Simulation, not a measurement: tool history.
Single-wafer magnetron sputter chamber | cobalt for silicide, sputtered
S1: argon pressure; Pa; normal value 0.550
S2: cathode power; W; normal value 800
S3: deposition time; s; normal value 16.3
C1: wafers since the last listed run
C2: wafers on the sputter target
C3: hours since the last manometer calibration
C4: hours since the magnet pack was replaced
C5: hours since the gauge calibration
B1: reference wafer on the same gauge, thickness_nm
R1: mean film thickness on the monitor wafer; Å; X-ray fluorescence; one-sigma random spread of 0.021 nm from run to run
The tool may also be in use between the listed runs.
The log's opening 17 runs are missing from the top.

-- hour=814.7 sputter target and shields replaced
run 18 hour=820.8 | S1=0.550 S2=800 S3=16.3 | C1=501 C2=138 C3=115.8 C4=6348.8 C5=68.6 | B1=5.243 | R1=64.06
run 19 hour=878.4 | S1=0.735 S2=800 S3=14.2 | C1=1308 C2=1446 C3=173.4 C4=6406.4 C5=126.2 | B1=5.241 | R1=54.08
run 20 hour=902.8 | S1=0.490 S2=650 S3=19.2 | C1=554 C2=2000 C3=197.8 C4=6430.8 C5=150.6 | B1=5.243 | R1=64.26
run 21 hour=936.3 | S1=0.336 S2=900 S3=13.6 | C1=760 C2=2761 C3=231.3 C4=6464.3 C5=184.1 | B1=5.231 | R1=60.57
run 22 hour=1147.7 | S1=0.550 S2=800 S3=16.3 | C1=4800 C2=7561 C3=442.7 C4=6675.7 C5=395.5 | B1=5.243 | R1=62.83
run 23 hour=1175.7 | S1=0.550 S2=800 S3=16.3 | C1=635 C2=8197 C3=470.7 C4=6703.7 C5=423.5 | B1=5.233 | R1=62.92
-- hour=1204.2 sputter target and shields replaced
-- hour=1235.2 magnet pack replaced
run 24 hour=1235.7 | S1=0.489 S2=700 S3=16.3 | C1=999 C2=533 C3=530.7 C4=0.5 C5=483.5 | B1=5.238 | R1=57.91
run 25 hour=1294.4 | S1=0.550 S2=800 S3=13.5 | C1=1332 C2=1866 C3=589.4 C4=59.2 C5=542.2 | B1=5.243 | R1=52.30
run 26 hour=1357.1 | S1=0.550 S2=950 S3=16.3 | C1=1423 C2=3290 C3=652.1 C4=121.9 C5=604.9 | B1=5.233 | R1=73.18
run 27 hour=1392.1 | S1=0.550 S2=650 S3=18.6 | C1=794 C2=4085 C3=687.1 C4=156.9 C5=639.9 | B1=5.240 | R1=60.64
run 28 hour=1434.2 | S1=0.550 S2=800 S3=16.3 | C1=956 C2=5041 C3=729.2 C4=199.0 C5=682.0 | B1=5.241 | R1=62.90
run 29 hour=1500.3 | S1=0.441 S2=800 S3=16.3 | C1=1501 C2=6542 C3=795.3 C4=265.1 C5=748.1 | B1=5.242 | R1=63.63
run 30 hour=1539.5 | S1=0.550 S2=800 S3=14.7 | C1=890 C2=7432 C3=834.5 C4=304.3 C5=787.3 | B1=5.236 | R1=56.35
run 31 hour=1601.2 | S1=0.550 S2=800 S3=16.3 | C1=1401 C2=8833 C3=896.2 C4=366.0 C5=849.0 | B1=5.241 | R1=63.13

What does the tool deliver on the next run?
-- hour=1615.4 sputter target and shields replaced
run 32 hour=1648.7 | S1=0.550 S2=800 S3=16.3 | C1=896 C2=755 C3=943.7 C4=413.5 C5=896.5 | B1=? | R1=?

Run 32 yielded B1 5.230, R1 64.12 Å.
Take away the tool's hidden state, keep the run-to-run variation as it was, and the same run would have given R1 64.60 Å.

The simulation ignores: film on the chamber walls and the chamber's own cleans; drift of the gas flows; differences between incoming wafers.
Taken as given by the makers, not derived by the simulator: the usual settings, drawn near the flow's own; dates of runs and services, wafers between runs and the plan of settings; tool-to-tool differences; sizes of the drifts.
